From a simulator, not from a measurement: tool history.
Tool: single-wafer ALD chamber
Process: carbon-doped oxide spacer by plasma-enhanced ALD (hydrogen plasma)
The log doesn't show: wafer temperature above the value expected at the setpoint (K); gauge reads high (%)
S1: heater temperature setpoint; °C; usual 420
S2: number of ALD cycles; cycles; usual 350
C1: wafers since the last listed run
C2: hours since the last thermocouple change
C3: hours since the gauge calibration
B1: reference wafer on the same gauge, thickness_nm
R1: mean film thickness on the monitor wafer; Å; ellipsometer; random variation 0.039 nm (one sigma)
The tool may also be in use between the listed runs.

run 1 day=0.000 | S1=417 S2=350 | C1=0 C2=1709.8 C3=462.7 | B1=17.295 | R1=154.33
run 2 day=0.367 | S1=417 S2=350 | C1=13 C2=1718.6 C3=471.5 | B1=17.278 | R1=154.78
run 3 day=0.925 | S1=420 S2=350 | C1=20 C2=1732.0 C3=484.9 | B1=17.265 | R1=153.24
run 4 day=1.404 | S1=420 S2=350 | C1=17 C2=1743.5 C3=496.4 | B1=17.249 | R1=153.11
run 5 day=1.988 | S1=420 S2=350 | C1=21 C2=1757.5 C3=510.4 | B1=17.239 | R1=152.82
run 6 day=2.262 | S1=420 S2=393 | C1=10 C2=1764.1 C3=517.0 | B1=17.234 | R1=171.73
run 7 day=2.871 | S1=420 S2=393 | C1=22 C2=1778.7 C3=531.6 | B1=17.210 | R1=171.45
run 8 day=3.333 | S1=420 S2=393 | C1=17 C2=1789.8 C3=542.7 | B1=17.202 | R1=171.94
run 9 day=3.704 | S1=431 S2=350 | C1=13 C2=1798.7 C3=551.6 | B1=17.191 | R1=147.41
run 10 day=4.258 | S1=431 S2=350 | C1=20 C2=1812.0 C3=564.9 | B1=17.177 | R1=146.96
run 11 day=4.683 | S1=431 S2=350 | C1=15 C2=1822.2 C3=575.1 | B1=17.163 | R1=147.69
run 12 day=5.217 | S1=420 S2=400 | C1=19 C2=1835.0 C3=587.9 | B1=17.150 | R1=173.55
run 13 day=6.029 | S1=420 S2=400 | C1=29 C2=1854.5 C3=607.4 | B1=17.137 | R1=173.13
run 14 day=6.742 | S1=420 S2=350 | C1=26 C2=1871.6 C3=624.5 | B1=17.113 | R1=152.42
run 15 day=7.292 | S1=420 S2=350 | C1=20 C2=1884.8 C3=637.7 | B1=17.092 | R1=152.20
run 16 day=7.688 | S1=420 S2=350 | C1=14 C2=1894.3 C3=647.2 | B1=17.077 | R1=150.73
run 17 day=8.221 | S1=420 S2=350 | C1=19 C2=1907.1 C3=660.0 | B1=17.061 | R1=151.37
run 18 day=8.642 | S1=420 S2=350 | C1=15 C2=1917.2 C3=670.1 | B1=17.047 | R1=150.65
run 19 day=8.975 | S1=420 S2=350 | C1=12 C2=1925.2 C3=678.1 | B1=17.018 | R1=150.91
-- day=9.421 gauge calibrated
run 20 day=9.529 | S1=420 S2=321 | C1=20 C2=1938.5 C3=2.6 | B1=17.436 | R1=141.83
run 21 day=10.425 | S1=408 S2=350 | C1=32 C2=1960.0 C3=24.1 | B1=17.442 | R1=160.49
-- day=11.758 thermocouple changed; heater temperature recalibrated
run 22 day=11.779 | S1=430 S2=406 | C1=37 C2=0.5 C3=56.6 | B1=17.431 | R1=173.49
run 23 day=11.829 | S1=420 S2=320 | C1=1 C2=1.7 C3=57.8 | B1=17.429 | R1=141.05
run 24 day=12.317 | S1=420 S2=350 | C1=17 C2=13.4 C3=69.5 | B1=17.430 | R1=154.48
run 25 day=12.596 | S1=420 S2=350 | C1=10 C2=20.1 C3=76.2 | B1=17.430 | R1=154.21
run 26 day=13.012 | S1=433 S2=380 | C1=15 C2=30.1 C3=86.2 | B1=17.431 | R1=160.75
run 27 day=13.429 | S1=420 S2=412 | C1=15 C2=40.1 C3=96.2 | B1=17.431 | R1=182.06
run 28 day=14.146 | S1=408 S2=350 | C1=26 C2=57.3 C3=113.4 | B1=17.430 | R1=159.90
run 29 day=14.554 | S1=420 S2=394 | C1=15 C2=67.1 C3=123.2 | B1=17.420 | R1=173.90
run 30 day=15.283 | S1=411 S2=419 | C1=26 C2=84.6 C3=140.7 | B1=17.416 | R1=190.22
run 31 day=15.817 | S1=420 S2=350 | C1=19 C2=97.4 C3=153.5 | B1=17.418 | R1=154.10
run 32 day=16.275 | S1=427 S2=378 | C1=16 C2=108.4 C3=164.5 | B1=17.419 | R1=162.36
run 33 day=16.817 | S1=420 S2=350 | C1=19 C2=121.4 C3=177.5 | B1=17.395 | R1=154.07
run 34 day=17.100 | S1=433 S2=350 | C1=10 C2=128.2 C3=184.3 | B1=17.416 | R1=148.21
run 35 day=17.596 | S1=420 S2=317 | C1=18 C2=140.1 C3=196.2 | B1=17.390 | R1=139.67
run 36 day=17.942 | S1=410 S2=350 | C1=12 C2=148.4 C3=204.5 | B1=17.398 | R1=158.91
run 37 day=18.458 | S1=420 S2=350 | C1=19 C2=160.8 C3=216.9 | B1=17.380 | R1=154.53
run 38 day=19.142 | S1=413 S2=390 | C1=25 C2=177.2 C3=233.3 | B1=17.379 | R1=175.65
run 39 day=19.571 | S1=434 S2=374 | C1=15 C2=187.5 C3=243.6 | B1=17.380 | R1=157.28
run 40 day=20.029 | S1=432 S2=402 | C1=16 C2=198.5 C3=254.6 | B1=17.382 | R1=170.55
run 41 day=20.492 | S1=431 S2=329 | C1=17 C2=209.6 C3=265.7 | B1=17.374 | R1=140.00
run 42 day=20.933 | S1=433 S2=290 | C1=16 C2=220.2 C3=276.3 | B1=17.361 | R1=122.65
run 43 day=21.225 | S1=408 S2=329 | C1=10 C2=227.2 C3=283.3 | B1=17.364 | R1=150.36
run 44 day=21.888 | S1=420 S2=306 | C1=24 C2=243.1 C3=299.2 | B1=17.343 | R1=134.35
run 45 day=22.479 | S1=420 S2=350 | C1=21 C2=257.3 C3=313.4 | B1=17.330 | R1=153.62
run 46 day=22.788 | S1=433 S2=303 | C1=11 C2=264.7 C3=320.8 | B1=17.330 | R1=127.82

Hidden state at the last listed run before each entry between runs and at the first one after, where it differs:
Between runs 19 and 20: gauge calibrated (day 9.421)
  gauge reads high (%): -2.68 -> -0.339
  measured less the result without the state, R1: -4.16 -> -0.49 Å
Between runs 21 and 22: thermocouple changed; heater temperature recalibrated (day 11.758)
  gauge reads high (%): -0.342 -> -0.358
  measured less the result without the state, R1: -0.55 -> -0.62 Å
